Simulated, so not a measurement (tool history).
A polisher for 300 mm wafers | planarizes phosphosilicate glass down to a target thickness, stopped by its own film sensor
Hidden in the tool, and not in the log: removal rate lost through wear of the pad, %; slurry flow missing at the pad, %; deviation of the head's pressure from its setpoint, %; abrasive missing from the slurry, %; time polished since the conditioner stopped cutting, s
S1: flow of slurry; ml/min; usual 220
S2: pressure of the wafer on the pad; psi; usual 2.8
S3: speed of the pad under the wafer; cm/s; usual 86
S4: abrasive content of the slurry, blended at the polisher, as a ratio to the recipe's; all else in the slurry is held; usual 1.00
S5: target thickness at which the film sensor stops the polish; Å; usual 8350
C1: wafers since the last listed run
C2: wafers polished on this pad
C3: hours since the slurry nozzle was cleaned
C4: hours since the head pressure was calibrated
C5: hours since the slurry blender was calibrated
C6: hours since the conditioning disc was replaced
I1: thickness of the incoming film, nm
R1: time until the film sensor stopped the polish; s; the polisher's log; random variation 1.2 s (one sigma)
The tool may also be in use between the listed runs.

run 1 hour=0.0 | S1=220 S2=2.8 S3=64 S4=1.00 S5=8350 | C1=0 C2=5059 C3=21.0 C4=64.2 C5=585.7 C6=660.0 | I1=1355.0 | R1=81.6
-- hour=45.5 conditioning disc replaced and pad reconditioned
run 2 hour=123.2 | S1=220 S2=2.8 S3=86 S4=1.00 S5=8350 | C1=1053 C2=6113 C3=144.2 C4=187.4 C5=708.9 C6=77.7 | I1=1358.3 | R1=71.7
-- hour=146.2 worn pad replaced by a new one
run 3 hour=199.5 | S1=170 S2=2.8 S3=86 S4=1.00 S5=8350 | C1=628 C2=463 C3=220.5 C4=263.7 C5=785.2 C6=154.0 | I1=1359.0 | R1=71.6
run 4 hour=250.4 | S1=220 S2=2.8 S3=86 S4=1.20 S5=8350 | C1=442 C2=905 C3=271.4 C4=314.6 C5=836.1 C6=204.9 | I1=1340.7 | R1=61.5
-- hour=271.6 slurry blender recalibrated
run 5 hour=314.0 | S1=200 S2=2.3 S3=86 S4=1.00 S5=8350 | C1=535 C2=1440 C3=335.0 C4=378.2 C5=42.4 C6=268.5 | I1=1355.9 | R1=78.8
run 6 hour=401.6 | S1=195 S2=2.1 S3=102 S4=1.00 S5=8350 | C1=761 C2=2202 C3=422.6 C4=465.8 C5=130.0 C6=356.1 | I1=1341.3 | R1=76.6
run 7 hour=498.0 | S1=270 S2=2.8 S3=86 S4=1.10 S5=8350 | C1=837 C2=3040 C3=519.0 C4=562.2 C5=226.4 C6=452.5 | I1=1341.7 | R1=62.0
run 8 hour=556.2 | S1=220 S2=3.2 S3=66 S4=1.00 S5=8350 | C1=505 C2=3546 C3=577.2 C4=620.4 C5=284.6 C6=510.7 | I1=1341.8 | R1=69.0
run 9 hour=645.5 | S1=190 S2=1.9 S3=86 S4=0.75 S5=8350 | C1=776 C2=4322 C3=666.5 C4=709.7 C5=373.9 C6=600.0 | I1=1334.6 | R1=96.9
run 10 hour=698.2 | S1=175 S2=2.8 S3=86 S4=1.00 S5=8350 | C1=458 C2=4780 C3=719.2 C4=762.4 C5=426.6 C6=652.7 | I1=1343.2 | R1=67.3
run 11 hour=738.2 | S1=220 S2=2.8 S3=86 S4=1.00 S5=6830 | C1=347 C2=5127 C3=759.2 C4=802.4 C5=466.6 C6=692.7 | I1=1342.5 | R1=85.0
-- hour=809.2 slurry nozzle cleaned
run 12 hour=841.9 | S1=220 S2=3.7 S3=86 S4=1.00 S5=8350 | C1=892 C2=6020 C3=32.7 C4=906.1 C5=570.3 C6=796.4 | I1=1352.6 | R1=55.4
run 13 hour=892.6 | S1=295 S2=3.5 S3=86 S4=1.00 S5=8350 | C1=440 C2=6461 C3=83.4 C4=956.8 C5=621.0 C6=847.1 | I1=1332.2 | R1=53.8
-- hour=905.6 conditioning disc replaced and pad reconditioned
-- hour=981.3 head pressure recalibrated
-- hour=986.7 worn pad replaced by a new one
run 14 hour=993.4 | S1=250 S2=2.2 S3=86 S4=1.00 S5=6610 | C1=806 C2=58 C3=184.2 C4=12.1 C5=721.8 C6=87.8 | I1=1323.8 | R1=108.3
run 15 hour=1029.5 | S1=220 S2=2.8 S3=86 S4=1.00 S5=8350 | C1=313 C2=372 C3=220.3 C4=48.2 C5=757.9 C6=123.9 | I1=1340.7 | R1=70.0
-- hour=1037.2 slurry blender recalibrated
run 16 hour=1074.6 | S1=220 S2=2.8 S3=56 S4=1.00 S5=9280 | C1=374 C2=746 C3=265.4 C4=93.3 C5=37.4 C6=169.0 | I1=1371.1 | R1=76.4
run 17 hour=1168.0 | S1=220 S2=2.8 S3=86 S4=1.00 S5=8350 | C1=811 C2=1558 C3=358.8 C4=186.7 C5=130.8 C6=262.4 | I1=1348.4 | R1=69.0
run 18 hour=1230.9 | S1=180 S2=2.8 S3=106 S4=1.00 S5=8350 | C1=546 C2=2105 C3=421.7 C4=249.6 C5=193.7 C6=325.3 | I1=1376.2 | R1=68.2
run 19 hour=1295.0 | S1=220 S2=2.8 S3=86 S4=1.00 S5=8350 | C1=557 C2=2662 C3=485.8 C4=313.7 C5=257.8 C6=389.4 | I1=1353.4 | R1=71.0
run 20 hour=1338.8 | S1=290 S2=2.8 S3=106 S4=0.80 S5=7230 | C1=380 C2=3043 C3=529.6 C4=357.5 C5=301.6 C6=433.2 | I1=1362.4 | R1=87.6
run 21 hour=1440.9 | S1=220 S2=3.7 S3=86 S4=0.75 S5=9230 | C1=887 C2=3930 C3=631.7 C4=459.6 C5=403.7 C6=535.3 | I1=1366.1 | R1=57.6
run 22 hour=1516.8 | S1=200 S2=2.8 S3=86 S4=1.00 S5=6830 | C1=659 C2=4590 C3=707.6 C4=535.5 C5=479.6 C6=611.2 | I1=1332.4 | R1=89.1
run 23 hour=1562.2 | S1=220 S2=3.7 S3=114 S4=1.00 S5=9840 | C1=394 C2=4984 C3=753.0 C4=580.9 C5=525.0 C6=656.6 | I1=1345.2 | R1=33.7
-- hour=1618.9 slurry nozzle cleaned
-- hour=1643.0 worn pad replaced by a new one
-- hour=1654.8 conditioning disc replaced and pad reconditioned
run 24 hour=1669.6 | S1=250 S2=2.8 S3=76 S4=1.00 S5=8350 | C1=872 C2=213 C3=50.7 C4=688.3 C5=632.4 C6=14.8 | I1=1332.9 | R1=68.5

5 ways to go on from here, each from the tool as it stands after run 24. What would each give?
run A hour=1670.0 | S1=220 S2=2.8 S3=86 S4=1.00 S5=8350 | C1=3 C2=216 C3=51.1 C4=688.7 C5=632.8 C6=15.2 | I1=1351.1 | R1=?
run B hour=1670.0 | S1=260 S2=2.0 S3=86 S4=1.00 S5=9130 | C1=3 C2=216 C3=51.1 C4=688.7 C5=632.8 C6=15.2 | I1=1351.1 | R1=?
run C hour=1670.0 | S1=175 S2=2.8 S3=64 S4=1.00 S5=8350 | C1=3 C2=216 C3=51.1 C4=688.7 C5=632.8 C6=15.2 | I1=1351.1 | R1=?
run D hour=1670.0 | S1=220 S2=3.3 S3=114 S4=1.10 S5=9350 | C1=3 C2=216 C3=51.1 C4=688.7 C5=632.8 C6=15.2 | I1=1351.1 | R1=?
run E hour=1670.0 | S1=220 S2=2.8 S3=86 S4=1.10 S5=8350 | C1=3 C2=216 C3=51.1 C4=688.7 C5=632.8 C6=15.2 | I1=1351.1 | R1=?

run=A R1=68.1
run=B R1=70.4
run=C R1=79.5
run=D R1=40.6
run=E R1=65.0
Without the tool's hidden state the same runs would have given:
run=A R1=72.3
run=B R1=74.8
run=C R1=84.4
run=D R1=43.1
run=E R1=69.0
